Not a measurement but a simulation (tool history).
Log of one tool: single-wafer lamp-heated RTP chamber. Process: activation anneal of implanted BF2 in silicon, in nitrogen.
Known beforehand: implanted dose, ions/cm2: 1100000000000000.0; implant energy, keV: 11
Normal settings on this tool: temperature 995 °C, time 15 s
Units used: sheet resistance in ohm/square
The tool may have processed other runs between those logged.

| run | hour | temperature | time | wafers since the last listed run | wafers since the last pyrometer calibration | wafers since the reflector plate was cleaned | hours since the gauge calibration | read-back reference wafer on the same gauge, sheet resistance | sheet resistance |
|---|---|---|---|---|---|---|---|---|---|
| 1 | 0 | 995 | 15 | 0 | 1096 | 3072 | 984.8 | 276.89 | 255.68 |
| 2 | 94.9 | 995 | 15 | 1387 | 2483 | 4460 | 1079.7 | 276.9 | 252.04 |
|  | 148 | reflector plate cleaned |
| 3 | 185 | 995 | 15 | 1200 | 3683 | 541 | 1169.8 | 277 | 269.02 |
| 4 | 223.5 | 995 | 15 | 562 | 4246 | 1104 | 1208.3 | 277.04 | 268.41 |
|  | 280.6 | pyrometer window cleaned and pyrometer calibrated |
| 5 | 281.1 | 995 | 15 | 725 | 7 | 1829 | 1265.9 | 277.11 | 264.29 |
| 6 | 378.7 | 995 | 15 | 1426 | 1434 | 3255 | 1363.5 | 277.08 | 258.21 |
| 7 | 486.4 | 995 | 15 | 1574 | 3008 | 4830 | 1471.2 | 277.19 | 254.39 |
|  | 518.1 | reflector plate cleaned |
|  | 520.2 | gauge calibrated |
| 8 | 554.9 | 995 | 15 | 884 | 3892 | 537 | 34.7 | 277.06 | 265.64 |
|  | 587.4 | pyrometer window cleaned and pyrometer calibrated |
| 9 | 654.2 | 995 | 15 | 1334 | 976 | 1871 | 134 | 276.94 | 260.23 |
| 10 | 748.6 | 1008 | 15 | 1379 | 2356 | 3251 | 228.4 | 276.97 | 229 |
| 11 | 802.2 | 995 | 15 | 783 | 3140 | 4035 | 282 | 276.66 | 252.5 |
| 12 | 865.7 | 1009 | 7 | 928 | 4068 | 4963 | 345.5 | 276.86 | 260.12 |
|  | 885.6 | pyrometer window cleaned and pyrometer calibrated |
|  | 885.9 | reflector plate cleaned |
| 13 | 959.8 | 971 | 23 | 1254 | 1080 | 1080 | 439.6 | 276.97 | 307.16 |
| 14 | 1053.2 | 984 | 15 | 1365 | 2445 | 2445 | 533 | 277.22 | 287.07 |
| 15 | 1109.6 | 1008 | 19 | 824 | 3270 | 3270 | 589.4 | 277.21 | 217.51 |
|  | 1191.5 | pyrometer window cleaned and pyrometer calibrated |
| 16 | 1205.8 | 980 | 9 | 1289 | 208 | 4559 | 685.6 | 277.16 | 316.01 |
|  | 1247.5 | reflector plate cleaned |
| 17 | 1373.2 | 979 | 11 | 2330 | 2539 | 1837 | 853 | 276.91 | 316.01 |
| 18 | 1423.7 | 995 | 15 | 738 | 3277 | 2575 | 903.5 | 276.97 | 256.84 |
|  | 1498.9 | pyrometer window cleaned and pyrometer calibrated |
|  | 1529.8 | reflector plate cleaned |
| 19 | 1530.3 | 995 | 15 | 1324 | 342 | 6 | 1010.1 | 277.2 | 266.75 |
| 20 | 1570.3 | 1003 | 22 | 584 | 926 | 591 | 1050.1 | 277.29 | 227.51 |
| 21 | 1641.9 | 987 | 12 | 1046 | 1973 | 1638 | 1121.7 | 276.79 | 292.38 |

Each row is a separate what-if for the run after 21, all from the same tool condition, not one after another. Results?
| A | 1642.3 | 995 | 15 | 5 | 1979 | 1644 | 1122.1 | ? | ? |
| B | 1642.3 | 1011 | 19 | 5 | 1979 | 1644 | 1122.1 | ? | ? |
| C | 1642.3 | 1010 | 11 | 5 | 1979 | 1644 | 1122.1 | ? | ? |
| D | 1642.3 | 977 | 23 | 5 | 1979 | 1644 | 1122.1 | ? | ? |

| run | read-back reference wafer on the same gauge, sheet resistance | sheet resistance |
|---|---|---|
| A | 277.3 | 262.31 |
| B | 277.3 | 214.65 |
| C | 277.3 | 247.85 |
| D | 277.3 | 284.79 |
Take away the tool's hidden state, keep each run's random variation, and the runs would have read:
| run | sheet resistance |
|---|---|
| A | 272.42 |
| B | 222.82 |
| C | 256.64 |
| D | 296.67 |
